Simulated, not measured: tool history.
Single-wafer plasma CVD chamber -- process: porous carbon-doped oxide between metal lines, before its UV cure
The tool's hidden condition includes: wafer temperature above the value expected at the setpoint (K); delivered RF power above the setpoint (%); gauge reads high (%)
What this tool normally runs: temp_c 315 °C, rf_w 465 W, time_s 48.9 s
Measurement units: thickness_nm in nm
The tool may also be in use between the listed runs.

run,day,temp_c,rf_w,time_s,wafers since the last listed run,hours since the last thermocouple change,hours since the last RF generator calibration,hours since the showerhead was replaced,hours since the gauge calibration,"read-back reference wafer on the same gauge, thickness_nm",thickness_nm
1,0,315,465,48.9,0,698.4,737.3,4718.8,235.9,197.97,238.234
2,2.562,315,465,48.9,1302,759.9,798.8,4780.3,297.4,198.011,237.499
3,4.467,315,465,48.9,967,805.6,844.5,4826,343.1,198.034,236.96
4,8.808,315,465,48.9,2206,909.8,948.7,4930.2,447.3,198.015,236.866
5,11.867,315,465,48.9,1554,983.2,1022.1,5003.6,520.7,198.046,236.9
6,16.175,315,465,48.9,2189,1086.6,1125.5,5107,624.1,198.015,236.88
7,20.4,315,430,48.9,2147,1188,1226.9,5208.4,725.5,198.021,229.317
8,24.012,315,430,48.9,1835,1274.7,1313.6,5295.1,812.2,197.948,227.611
# day 24.396: RF generator calibrated
9,26.267,315,430,48.9,976,1328.8,44.9,5349.2,866.3,198.052,231.819
10,30.529,311,465,48.9,2166,1431.1,147.2,5451.5,968.6,198.064,244.902
11,32.096,311,465,48.9,796,1468.7,184.8,5489.1,1006.2,198.067,244.289
# day 34.146: thermocouple changed; heater temperature recalibrated
12,34.638,311,465,48.9,1122,11.8,245.8,5550.1,1067.2,198.113,244.134
13,37.8,315,465,43.1,1607,87.7,321.7,5626,1143.1,198.041,210.33
# day 39.538: showerhead replaced
14,40.712,315,465,48.9,1310,157.6,391.6,28.2,1213,197.955,238.665
15,42.504,315,510,48.9,910,200.6,434.6,71.2,1256,197.983,248.818
16,45.379,315,465,48.9,1461,269.6,503.6,140.2,1325,197.978,237.499
17,48.946,315,465,48.9,1812,355.2,589.2,225.8,1410.6,197.954,239.074
18,52.742,315,465,48.9,1929,446.3,680.3,316.9,1501.7,198.057,237.423
19,54.654,315,465,46.4,971,492.2,726.2,362.8,1547.6,197.919,226.385
20,57.879,315,465,43.1,1638,569.6,803.6,440.2,1625,197.93,210.381
21,61.596,315,465,48.9,1888,658.8,892.8,529.4,1714.2,198.033,236.983
22,64.542,315,545,48.9,1497,729.5,963.5,600.1,1784.9,197.956,252.736
23,67.9,310,515,58.3,1706,810.1,1044.1,680.7,1865.5,197.888,302.448
24,70.538,315,505,48.9,1340,873.4,1107.4,744,1928.8,198.054,245.226
25,73.1,305,380,51.9,1302,934.9,1168.9,805.5,1990.3,198.159,243.614
26,74.775,315,465,48.9,851,975.1,1209.1,845.7,2030.5,197.988,236.867
# day 76.367: RF generator calibrated
27,77.879,330,540,55.8,1408,1049.6,36.3,920.2,2105,198.054,268.482
# day 82.404: gauge calibrated
28,87.921,306,550,45.6,5103,1290.6,277.3,1161.2,132.4,198.086,252.781
29,90.108,309,430,43.8,1111,1343.1,329.8,1213.7,184.9,198.025,214.417
30,94.562,328,435,54.3,2263,1450,436.7,1320.6,291.8,198.037,236.589
31,98.838,315,500,39.3,2172,1552.6,539.3,1423.2,394.4,198.001,198.309
32,101.979,315,465,48.9,1596,1628,614.7,1498.6,469.8,198.069,238.289
# day 103.404: thermocouple changed; heater temperature recalibrated
33,105.821,323,390,54.4,1782,58,706.9,1590.8,562,198.13,233.048
34,107.625,315,430,40.2,916,101.3,750.2,1634.1,605.3,198.051,190.264
35,110.238,321,405,48.9,1327,164,812.9,1696.8,668,198.076,215.084

Take each entry between the runs: how does the hidden state at the last listed run before it differ from the hidden state at the first listed run after it?
In the gap between runs 8 and 9: RF generator calibrated (day 24.396)
  delivered RF power above the setpoint (%): -3.47 -> -0.423
  measured value less the no-hidden-state value, thickness_nm: -3.934 -> -0.48 nm
In the gap between runs 11 and 12: thermocouple changed; heater temperature recalibrated (day 34.146)
  delivered RF power above the setpoint (%): -0.752 -> -0.896
  measured value less the no-hidden-state value, thickness_nm: -0.783 -> -0.932 nm
In the gap between runs 13 and 14: showerhead replaced (day 39.538)
  delivered RF power above the setpoint (%): -1.07 -> -1.24
  measured value less the no-hidden-state value, thickness_nm: -0.964 -> -1.262 nm
In the gap between runs 26 and 27: RF generator calibrated (day 76.367)
  delivered RF power above the setpoint (%): -3.16 -> -0.34
  measured value less the no-hidden-state value, thickness_nm: -3.231 -> -0.382 nm
In the gap between runs 27 and 28: gauge calibrated (day 82.404)
  delivered RF power above the setpoint (%): -0.34 -> -0.906
  measured value less the no-hidden-state value, thickness_nm: -0.382 -> -0.961 nm
In the gap between runs 32 and 33: thermocouple changed; heater temperature recalibrated (day 103.404)
  delivered RF power above the setpoint (%): -1.7 -> -1.92
  measured value less the no-hidden-state value, thickness_nm: -1.735 -> -2.203 nm
